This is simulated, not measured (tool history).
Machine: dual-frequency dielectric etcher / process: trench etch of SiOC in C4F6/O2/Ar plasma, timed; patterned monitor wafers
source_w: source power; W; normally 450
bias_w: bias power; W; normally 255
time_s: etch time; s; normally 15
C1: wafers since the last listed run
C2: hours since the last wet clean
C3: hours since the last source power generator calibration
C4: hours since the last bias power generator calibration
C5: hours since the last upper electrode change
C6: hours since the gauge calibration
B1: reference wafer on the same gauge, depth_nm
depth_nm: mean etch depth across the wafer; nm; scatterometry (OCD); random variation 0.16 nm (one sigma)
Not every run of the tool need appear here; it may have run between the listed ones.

{"run": 1, "hour": 0.0, "source_w": 450, "bias_w": 255, "time_s": 15, "C1": 0, "C2": 9.1, "C3": 2060.7, "C4": 4555.9, "C5": 1880.5, "C6": 85, "B1": 37.19, "depth_nm": 36.52}
{"run": 2, "hour": 33.1, "source_w": 450, "bias_w": 255, "time_s": 15, "C1": 355, "C2": 42.2, "C3": 2093.8, "C4": 4589, "C5": 1913.6, "C6": 118.1, "B1": 37.18, "depth_nm": 36.55}
{"run": 3, "hour": 49.1, "source_w": 400, "bias_w": 255, "time_s": 15, "C1": 171, "C2": 58.2, "C3": 2109.8, "C4": 4605, "C5": 1929.6, "C6": 134.1, "B1": 37.26, "depth_nm": 35.11}
{"run": 4, "hour": 75.9, "source_w": 400, "bias_w": 255, "time_s": 15, "C1": 287, "C2": 85, "C3": 2136.6, "C4": 4631.8, "C5": 1956.4, "C6": 160.9, "B1": 37.16, "depth_nm": 34.86}
{"run": 5, "hour": 89.0, "source_w": 400, "bias_w": 255, "time_s": 15, "C1": 140, "C2": 98.1, "C3": 2149.7, "C4": 4644.9, "C5": 1969.5, "C6": 174, "B1": 37.16, "depth_nm": 34.76}
{"run": 6, "hour": 111.9, "source_w": 380, "bias_w": 255, "time_s": 15, "C1": 246, "C2": 121, "C3": 2172.6, "C4": 4667.8, "C5": 1992.4, "C6": 196.9, "B1": 37.25, "depth_nm": 34.7}
{"run": 7, "hour": 129.1, "source_w": 380, "bias_w": 255, "time_s": 15, "C1": 184, "C2": 138.2, "C3": 2189.8, "C4": 4685, "C5": 2009.6, "C6": 214.1, "B1": 37.23, "depth_nm": 34.06}
{"run": 8, "hour": 150.2, "source_w": 380, "bias_w": 255, "time_s": 15, "C1": 226, "C2": 159.3, "C3": 2210.9, "C4": 4706.1, "C5": 2030.7, "C6": 235.2, "B1": 37.23, "depth_nm": 34.3}
{"run": 9, "hour": 175.5, "source_w": 450, "bias_w": 255, "time_s": 15, "C1": 271, "C2": 184.6, "C3": 2236.2, "C4": 4731.4, "C5": 2056, "C6": 260.5, "B1": 37.24, "depth_nm": 35.93}
{"run": 10, "hour": 190.6, "source_w": 450, "bias_w": 255, "time_s": 15, "C1": 162, "C2": 199.7, "C3": 2251.3, "C4": 4746.5, "C5": 2071.1, "C6": 275.6, "B1": 37.25, "depth_nm": 35.95}
{"run": 11, "hour": 212.9, "source_w": 390, "bias_w": 220, "time_s": 15, "C1": 239, "C2": 222, "C3": 2273.6, "C4": 4768.8, "C5": 2093.4, "C6": 297.9, "B1": 37.21, "depth_nm": 32.57}
{"run": 12, "hour": 230.7, "source_w": 350, "bias_w": 255, "time_s": 17, "C1": 191, "C2": 239.8, "C3": 2291.4, "C4": 4786.6, "C5": 2111.2, "C6": 315.7, "B1": 37.2, "depth_nm": 37.62}
{"hour": 267.3, "done": "upper electrode replaced, of another model than before"}
{"run": 13, "hour": 267.8, "source_w": 450, "bias_w": 299, "time_s": 15, "C1": 140, "C2": 276.9, "C3": 2328.5, "C4": 4823.7, "C5": 0.5, "C6": 352.8, "B1": 37.2, "depth_nm": 39.05}
{"hour": 274.8, "done": "source power generator calibrated"}
{"hour": 287.7, "done": "bias power generator calibrated"}
{"run": 14, "hour": 318.5, "source_w": 350, "bias_w": 314, "time_s": 17, "C1": 458, "C2": 327.6, "C3": 43.7, "C4": 30.8, "C5": 51.2, "C6": 403.5, "B1": 37.2, "depth_nm": 40.34}
{"run": 15, "hour": 337.7, "source_w": 560, "bias_w": 255, "time_s": 11.5, "C1": 206, "C2": 346.8, "C3": 62.9, "C4": 50, "C5": 70.4, "C6": 422.7, "B1": 37.16, "depth_nm": 30.06}
{"run": 16, "hour": 371.8, "source_w": 350, "bias_w": 196, "time_s": 15, "C1": 366, "C2": 380.9, "C3": 97, "C4": 84.1, "C5": 104.5, "C6": 456.8, "B1": 37.14, "depth_nm": 26.33}

The next listed run, before its measurement:
{"hour": 416.2, "done": "gauge calibrated"}
{"hour": 422.9, "done": "wet clean of the chamber"}
{"run": 17, "hour": 454.4, "source_w": 360, "bias_w": 211, "time_s": 11, "C1": 629, "C2": 31.5, "C3": 179.6, "C4": 166.7, "C5": 187.1, "C6": 38.2, "B1": "?", "depth_nm": "?"}

{"run 17": {"B1": 37.21, "depth_nm": 21.28}}
With the hidden condition absent and the run-to-run variation left alone, this run would have shown depth_nm 21.33 nm.
